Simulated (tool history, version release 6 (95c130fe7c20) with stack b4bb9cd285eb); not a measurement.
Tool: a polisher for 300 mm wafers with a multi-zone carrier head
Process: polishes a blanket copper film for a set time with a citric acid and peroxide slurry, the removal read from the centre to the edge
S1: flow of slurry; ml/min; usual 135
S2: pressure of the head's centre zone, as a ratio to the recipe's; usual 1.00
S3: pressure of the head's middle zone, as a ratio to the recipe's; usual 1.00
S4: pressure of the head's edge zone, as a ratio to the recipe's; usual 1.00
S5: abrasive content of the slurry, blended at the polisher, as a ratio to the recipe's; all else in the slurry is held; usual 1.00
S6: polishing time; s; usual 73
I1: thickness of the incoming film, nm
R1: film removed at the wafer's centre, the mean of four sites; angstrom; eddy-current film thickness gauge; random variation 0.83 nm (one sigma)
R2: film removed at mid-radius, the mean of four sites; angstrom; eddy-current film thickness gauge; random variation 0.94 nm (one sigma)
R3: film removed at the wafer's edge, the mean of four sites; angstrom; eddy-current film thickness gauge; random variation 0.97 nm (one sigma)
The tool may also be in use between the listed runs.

run,day,S1,S2,S3,S4,S5,S6,I1,R1,R2,R3
1,0.000,135,1.00,0.96,1.00,1.00,73,1207.2,1315,1270,1266
2,1.258,175,1.00,1.06,1.10,0.70,73,1172.0,1227,1260,1245
# day 1.350: edge zone pressure recalibrated
# day 2.004: carrier head's membrane replaced by a new one
3,2.025,135,1.00,1.04,1.00,1.00,98,1198.0,1750,1790,1693
4,3.088,135,1.00,1.00,1.08,1.00,73,1200.7,1313,1309,1324
# day 3.962: worn pad replaced by a new one
5,4.296,180,1.06,1.00,1.00,1.00,92,1209.8,1828,1714,1649
# day 5.096: slurry nozzle cleaned
6,5.117,135,1.00,0.95,1.00,1.00,73,1211.1,1302,1241,1270
7,6.412,135,1.00,1.00,1.00,1.00,73,1207.0,1321,1302,1263
8,7.708,135,1.06,0.93,1.00,1.00,52,1196.2,971,870,895
9,8.592,135,1.00,1.00,0.92,1.00,73,1211.8,1312,1305,1217
10,9.717,135,1.00,1.11,1.00,1.00,94,1196.7,1675,1840,1614
11,10.621,135,1.00,1.00,1.00,1.00,66,1199.2,1177,1159,1160
# day 11.571: worn pad replaced by a new one
12,11.592,135,0.90,1.00,1.00,1.00,73,1213.8,1218,1310,1262
13,12.767,135,1.04,1.11,1.00,0.75,73,1192.4,1245,1292,1155
14,13.346,135,1.00,1.04,1.09,1.00,73,1216.8,1310,1330,1320
# day 14.325: slurry nozzle cleaned
15,14.829,135,0.88,1.00,1.00,1.15,58,1203.4,979,1071,1046
16,16.004,135,1.00,1.00,1.00,1.00,73,1186.3,1289,1295,1283
17,17.492,135,1.00,1.00,1.00,1.00,83,1190.9,1486,1473,1425
18,18.646,135,1.10,0.95,1.11,1.00,98,1202.6,1894,1681,1777
19,19.338,115,1.12,1.00,1.00,1.00,73,1203.1,1360,1239,1234
# day 19.775: worn pad replaced by a new one
20,19.917,135,1.00,1.00,1.00,1.00,73,1192.8,1297,1295,1276
21,21.112,170,1.00,1.09,0.92,0.75,73,1188.7,1239,1349,1149
22,22.517,135,1.00,1.00,1.00,1.00,73,1190.2,1304,1305,1264

3 ways to go on from here, each from the tool as it stands after run 22. What would each give?
A,22.533,135,1.00,1.00,1.00,1.00,73,1194.2,?,?,?
B,22.533,115,1.08,1.00,1.00,1.10,73,1194.2,?,?,?
C,22.533,150,1.00,1.00,1.00,1.00,73,1194.2,?,?,?

run,R1,R2,R3
A,1293,1298,1281
B,1349,1283,1282
C,1327,1328,1302
Without the tool's hidden state the same runs would have given:
run,R1,R2,R3
A,1293,1298,1281
B,1349,1283,1282
C,1327,1328,1302

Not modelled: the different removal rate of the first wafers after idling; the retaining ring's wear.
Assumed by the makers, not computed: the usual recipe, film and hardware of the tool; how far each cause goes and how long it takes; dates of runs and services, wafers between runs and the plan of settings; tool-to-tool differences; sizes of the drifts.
